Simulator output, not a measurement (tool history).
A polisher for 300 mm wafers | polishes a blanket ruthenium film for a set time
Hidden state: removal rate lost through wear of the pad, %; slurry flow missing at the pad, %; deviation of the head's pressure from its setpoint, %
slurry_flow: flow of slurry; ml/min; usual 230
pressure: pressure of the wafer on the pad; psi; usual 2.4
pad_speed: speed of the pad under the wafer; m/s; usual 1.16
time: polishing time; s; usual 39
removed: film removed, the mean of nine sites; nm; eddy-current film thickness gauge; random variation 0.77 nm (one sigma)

run	hour	slurry_flow	pressure	pad_speed	time	wafers since the last listed run	wafers polished on this pad	hours since the slurry nozzle was cleaned	hours since the head pressure was calibrated	incoming thickness of the incoming film, nm	removed
1	0.0	230	2.4	1.16	39	0	460	712.9	134.6	251.4	50.6
# hour 38.4: worn pad replaced by a new one
2	45.7	230	2.4	1.16	39	288	50	758.6	180.3	249.6	51.9
3	59.9	230	2.4	1.16	39	98	148	772.8	194.5	247.3	50.8
4	88.0	230	2.4	1.16	39	194	343	800.9	222.6	249.5	51.7
5	101.5	230	2.4	1.16	39	93	436	814.4	236.1	245.3	50.2
6	112.2	230	2.4	1.16	39	74	510	825.1	246.8	249.5	50.0
# hour 132.0: worn pad replaced by a new one
7	132.5	230	2.4	1.16	39	112	3	845.4	267.1	248.5	52.3
8	140.5	230	2.4	1.16	39	55	58	853.4	275.1	251.3	52.5
9	153.1	230	2.4	1.16	39	87	146	866.0	287.7	251.3	53.5
10	170.3	230	3.0	1.16	39	119	265	883.2	304.9	248.7	65.1
11	185.7	230	3.0	1.16	39	106	371	898.6	320.3	247.0	65.2
12	199.6	230	2.4	1.16	39	96	467	912.5	334.2	247.3	49.8
13	215.4	230	2.4	1.16	39	109	577	928.3	350.0	253.9	50.2
14	226.2	230	2.4	1.16	39	74	652	939.1	360.8	250.8	49.7
15	241.1	230	2.4	1.16	39	103	755	954.0	375.7	250.4	46.5
# hour 244.2: slurry nozzle cleaned
# hour 250.6: worn pad replaced by a new one
16	251.5	230	2.4	1.16	44	37	6	7.3	386.1	250.7	58.7
17	260.8	230	2.4	1.16	44	64	70	16.6	395.4	252.4	60.7
18	267.4	230	2.6	1.16	51	45	116	23.2	402.0	254.2	76.1
19	278.4	230	2.4	1.16	39	76	192	34.2	413.0	247.7	53.2
20	292.2	230	2.4	1.44	39	95	288	48.0	426.8	251.2	59.9
21	308.0	230	2.4	1.16	39	109	397	63.8	442.6	252.0	49.6
22	321.8	230	2.4	1.16	39	95	493	77.6	456.4	248.4	50.6
# hour 327.1: head pressure recalibrated
23	338.3	230	1.9	1.16	49	100	593	94.1	11.2	246.6	50.3
# hour 346.1: worn pad replaced by a new one
24	354.5	230	2.4	0.94	39	84	58	110.3	27.4	251.3	43.1
25	369.5	210	2.4	1.16	47	103	162	125.3	42.4	249.0	62.4
26	379.5	230	3.0	1.16	25	69	231	135.3	52.4	246.5	40.5
27	396.6	310	2.7	1.02	26	118	349	152.4	69.5	247.4	36.0
28	406.2	230	2.7	1.26	39	66	416	162.0	79.1	247.7	60.2
29	422.2	155	3.0	1.16	39	110	526	178.0	95.1	250.7	58.4
30	437.8	285	2.4	1.16	45	107	634	193.6	110.7	249.5	57.4
31	450.4	230	2.4	1.16	46	87	721	206.2	123.3	248.6	55.5
# hour 461.7: worn pad replaced by a new one
32	465.4	295	2.4	1.42	35	76	25	221.2	138.3	248.7	56.4
33	473.9	230	2.4	1.16	39	58	84	229.7	146.8	249.7	50.7
34	489.9	280	1.7	1.36	30	110	195	245.7	162.8	247.4	32.6

How the hidden state differs across the entries between the runs, from the last listed run before each to the first after it:
Between runs 1 and 2: worn pad replaced by a new one (hour 38.4)
  removal rate lost through wear of the pad, %: 4.07 -> 1.44
  measured less the result without the state, removed: -2.1 -> -0.7 nm
Between runs 6 and 7: worn pad replaced by a new one (hour 132.0)
  removal rate lost through wear of the pad, %: 6.09 -> 0.0199
  measured less the result without the state, removed: -3.2 -> +0.0 nm
Between runs 15 and 16: slurry nozzle cleaned (hour 244.2); worn pad replaced by a new one (hour 250.6)
  removal rate lost through wear of the pad, %: 10.3 -> 0.0939
  measured less the result without the state, removed: -5.4 -> -0.1 nm
Between runs 22 and 23: head pressure recalibrated (hour 327.1)
  removal rate lost through wear of the pad, %: 4.47 -> 6.73
  measured less the result without the state, removed: -2.4 -> -3.6 nm
Between runs 23 and 24: worn pad replaced by a new one (hour 346.1)
  removal rate lost through wear of the pad, %: 6.73 -> 1.16
  measured less the result without the state, removed: -3.6 -> -0.5 nm
Between runs 31 and 32: worn pad replaced by a new one (hour 461.7)
  removal rate lost through wear of the pad, %: 10.5 -> 1.25
  measured less the result without the state, removed: -6.5 -> -0.7 nm
